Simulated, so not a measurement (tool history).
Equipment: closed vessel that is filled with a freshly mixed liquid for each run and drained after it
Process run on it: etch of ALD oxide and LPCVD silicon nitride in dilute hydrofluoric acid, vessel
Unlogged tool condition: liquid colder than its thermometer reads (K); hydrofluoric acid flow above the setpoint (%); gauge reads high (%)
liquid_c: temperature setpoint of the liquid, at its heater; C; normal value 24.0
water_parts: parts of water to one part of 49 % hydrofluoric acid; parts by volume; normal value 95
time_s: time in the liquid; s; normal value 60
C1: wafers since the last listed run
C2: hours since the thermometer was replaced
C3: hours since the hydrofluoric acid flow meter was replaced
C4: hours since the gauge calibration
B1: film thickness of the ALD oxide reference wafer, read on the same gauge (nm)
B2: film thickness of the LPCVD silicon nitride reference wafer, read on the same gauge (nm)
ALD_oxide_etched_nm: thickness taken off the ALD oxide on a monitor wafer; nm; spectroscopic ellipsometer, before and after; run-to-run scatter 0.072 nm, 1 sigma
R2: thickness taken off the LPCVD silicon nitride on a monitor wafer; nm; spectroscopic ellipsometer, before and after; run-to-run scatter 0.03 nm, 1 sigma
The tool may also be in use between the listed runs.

run 1 hour=0.0 | liquid_c=24.0 water_parts=95 time_s=60 | C1=0 C2=1191.3 C3=126.7 C4=833.8 | B1=80.00 B2=119.957 | ALD_oxide_etched_nm=15.68 R2=0.347
run 2 hour=72.8 | liquid_c=24.0 water_parts=95 time_s=60 | C1=5045 C2=1264.1 C3=199.5 C4=906.6 | B1=79.97 B2=119.951 | ALD_oxide_etched_nm=15.58 R2=0.305
run 3 hour=157.2 | liquid_c=24.0 water_parts=95 time_s=60 | C1=5849 C2=1348.5 C3=283.9 C4=991.0 | B1=80.00 B2=120.016 | ALD_oxide_etched_nm=15.76 R2=0.290
run 4 hour=407.9 | liquid_c=24.0 water_parts=95 time_s=60 | C1=17376 C2=1599.2 C3=534.6 C4=1241.7 | B1=80.03 B2=119.993 | ALD_oxide_etched_nm=16.02 R2=0.305
run 5 hour=461.0 | liquid_c=24.0 water_parts=95 time_s=60 | C1=3680 C2=1652.3 C3=587.7 C4=1294.8 | B1=79.99 B2=119.939 | ALD_oxide_etched_nm=16.11 R2=0.385
-- hour=528.1 hydrofluoric acid flow meter replaced
run 6 hour=556.2 | liquid_c=24.0 water_parts=95 time_s=60 | C1=6529 C2=1747.5 C3=28.1 C4=1390.0 | B1=80.00 B2=120.008 | ALD_oxide_etched_nm=15.47 R2=0.274
run 7 hour=620.9 | liquid_c=24.0 water_parts=95 time_s=60 | C1=4484 C2=1812.2 C3=92.8 C4=1454.7 | B1=79.95 B2=120.020 | ALD_oxide_etched_nm=15.53 R2=0.274
-- hour=660.9 gauge calibrated
run 8 hour=663.6 | liquid_c=24.0 water_parts=95 time_s=60 | C1=2959 C2=1854.9 C3=135.5 C4=2.7 | B1=79.98 B2=119.999 | ALD_oxide_etched_nm=15.59 R2=0.325
run 9 hour=710.7 | liquid_c=24.0 water_parts=60 time_s=60 | C1=3264 C2=1902.0 C3=182.6 C4=49.8 | B1=80.00 B2=120.015 | ALD_oxide_etched_nm=25.82 R2=0.554
run 10 hour=793.1 | liquid_c=24.0 water_parts=95 time_s=60 | C1=5711 C2=1984.4 C3=265.0 C4=132.2 | B1=80.02 B2=120.029 | ALD_oxide_etched_nm=15.72 R2=0.293
run 11 hour=863.9 | liquid_c=24.0 water_parts=95 time_s=60 | C1=4907 C2=2055.2 C3=335.8 C4=203.0 | B1=79.98 B2=119.991 | ALD_oxide_etched_nm=15.70 R2=0.357
run 12 hour=901.0 | liquid_c=24.0 water_parts=80 time_s=30 | C1=2571 C2=2092.3 C3=372.9 C4=240.1 | B1=79.99 B2=120.003 | ALD_oxide_etched_nm=9.63 R2=0.193
run 13 hour=1008.7 | liquid_c=28.0 water_parts=125 time_s=90 | C1=7464 C2=2200.0 C3=480.6 C4=347.8 | B1=80.02 B2=119.935 | ALD_oxide_etched_nm=20.57 R2=0.459
run 14 hour=1093.6 | liquid_c=27.0 water_parts=55 time_s=30 | C1=5884 C2=2284.9 C3=565.5 C4=432.7 | B1=79.96 B2=120.051 | ALD_oxide_etched_nm=16.49 R2=0.330
run 15 hour=1147.1 | liquid_c=28.5 water_parts=80 time_s=35 | C1=3708 C2=2338.4 C3=619.0 C4=486.2 | B1=80.02 B2=119.989 | ALD_oxide_etched_nm=13.58 R2=0.310
-- hour=1150.7 hydrofluoric acid flow meter replaced
-- hour=1179.4 thermometer replaced
run 16 hour=1200.4 | liquid_c=26.5 water_parts=110 time_s=95 | C1=3555 C2=21.0 C3=49.7 C4=539.5 | B1=80.02 B2=120.001 | ALD_oxide_etched_nm=23.17 R2=0.514
run 17 hour=1482.6 | liquid_c=21.5 water_parts=45 time_s=60 | C1=19559 C2=303.2 C3=331.9 C4=821.7 | B1=79.99 B2=119.981 | ALD_oxide_etched_nm=32.41 R2=0.479
run 18 hour=1540.0 | liquid_c=24.0 water_parts=95 time_s=60 | C1=3978 C2=360.6 C3=389.3 C4=879.1 | B1=80.03 B2=119.993 | ALD_oxide_etched_nm=16.19 R2=0.265
run 19 hour=1636.1 | liquid_c=24.0 water_parts=50 time_s=90 | C1=6660 C2=456.7 C3=485.4 C4=975.2 | B1=79.96 B2=119.992 | ALD_oxide_etched_nm=48.70 R2=0.700
run 20 hour=1743.2 | liquid_c=24.0 water_parts=140 time_s=60 | C1=7423 C2=563.8 C3=592.5 C4=1082.3 | B1=80.02 B2=119.975 | ALD_oxide_etched_nm=10.50 R2=0.243
run 21 hour=1797.1 | liquid_c=24.0 water_parts=95 time_s=60 | C1=3735 C2=617.7 C3=646.4 C4=1136.2 | B1=80.01 B2=119.934 | ALD_oxide_etched_nm=16.27 R2=0.333
run 22 hour=1901.5 | liquid_c=24.0 water_parts=95 time_s=60 | C1=7236 C2=722.1 C3=750.8 C4=1240.6 | B1=80.01 B2=120.007 | ALD_oxide_etched_nm=16.46 R2=0.293

For each entry between runs, how does the tool's hidden state at the last listed run before it compare with that at the first listed run after it?
Runs 5 to 6: hydrofluoric acid flow meter replaced (hour 528.1)
  liquid colder than its thermometer reads (K): 0.554 -> 0.583; hydrofluoric acid flow above the setpoint (%): 5.03 -> 1.55
  measured minus no-state result, ALD_oxide_etched_nm: +0.52 -> -0.09 nm
Runs 7 to 8: gauge calibrated (hour 660.9)
  liquid colder than its thermometer reads (K): 0.603 -> 0.617; hydrofluoric acid flow above the setpoint (%): 2.04 -> 2.36
  measured minus no-state result, ALD_oxide_etched_nm: -0.02 -> +0.02 nm
Runs 15 to 16: hydrofluoric acid flow meter replaced (hour 1150.7); thermometer replaced (hour 1179.4)
  liquid colder than its thermometer reads (K): 0.768 -> 0.115; hydrofluoric acid flow above the setpoint (%): 5.98 -> 1.02
  measured minus no-state result, ALD_oxide_etched_nm: +0.46 -> +0.16 nm
